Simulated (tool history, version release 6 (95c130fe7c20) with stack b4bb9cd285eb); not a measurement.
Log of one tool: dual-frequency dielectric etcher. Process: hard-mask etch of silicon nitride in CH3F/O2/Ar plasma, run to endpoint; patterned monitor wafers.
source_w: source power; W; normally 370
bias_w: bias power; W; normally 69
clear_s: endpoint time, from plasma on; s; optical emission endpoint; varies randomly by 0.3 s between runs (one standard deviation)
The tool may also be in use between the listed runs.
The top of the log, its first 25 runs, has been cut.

run,hour,source_w,bias_w,wafers since the last listed run,hours since the last wet clean,hours since the last source power generator calibration,hours since the last bias power generator calibration,hours since the last upper electrode change,"incoming incoming film thickness, nm",clear_s
26,1408.2,370,69,2123,502.2,1075.2,950.4,5559.9,41.25,73.0
# hour 1485.6: wet clean of the chamber
27,1486.1,340,85,685,0.5,1153.1,1028.3,5637.8,41.44,67.3
# hour 1527.5: upper electrode replaced
28,1528.0,420,76,227,42.4,1195.0,1070.2,0.5,41.29,65.5
29,1585.6,300,69,732,100.0,1252.6,1127.8,58.1,41.57,75.9
30,1612.4,280,59,340,126.8,1279.4,1154.6,84.9,41.05,81.1
31,1648.2,440,61,455,162.6,1315.2,1190.4,120.7,41.56,70.8
32,1701.8,440,80,681,216.2,1368.8,1244.0,174.3,41.29,64.5
33,1890.3,370,69,2396,404.7,1557.3,1432.5,362.8,41.63,72.6
34,2083.1,370,69,2451,597.5,1750.1,1625.3,555.6,41.35,72.9

Below are 5 alternative next runs, each starting from the tool's condition after run 34. Predict each:
A,2083.5,370,69,5,597.9,1750.5,1625.7,556.0,41.45,?
B,2083.5,400,69,5,597.9,1750.5,1625.7,556.0,41.45,?
C,2083.5,440,69,5,597.9,1750.5,1625.7,556.0,41.45,?
D,2083.5,410,69,5,597.9,1750.5,1625.7,556.0,41.45,?
E,2083.5,320,69,5,597.9,1750.5,1625.7,556.0,41.45,?

run,clear_s
A,73.2
B,71.5
C,69.3
D,70.9
E,76.6
With the hidden condition removed and each run's random variation left untouched, the same runs would have given:
run,clear_s
A,70.6
B,68.9
C,66.8
D,68.3
E,73.8
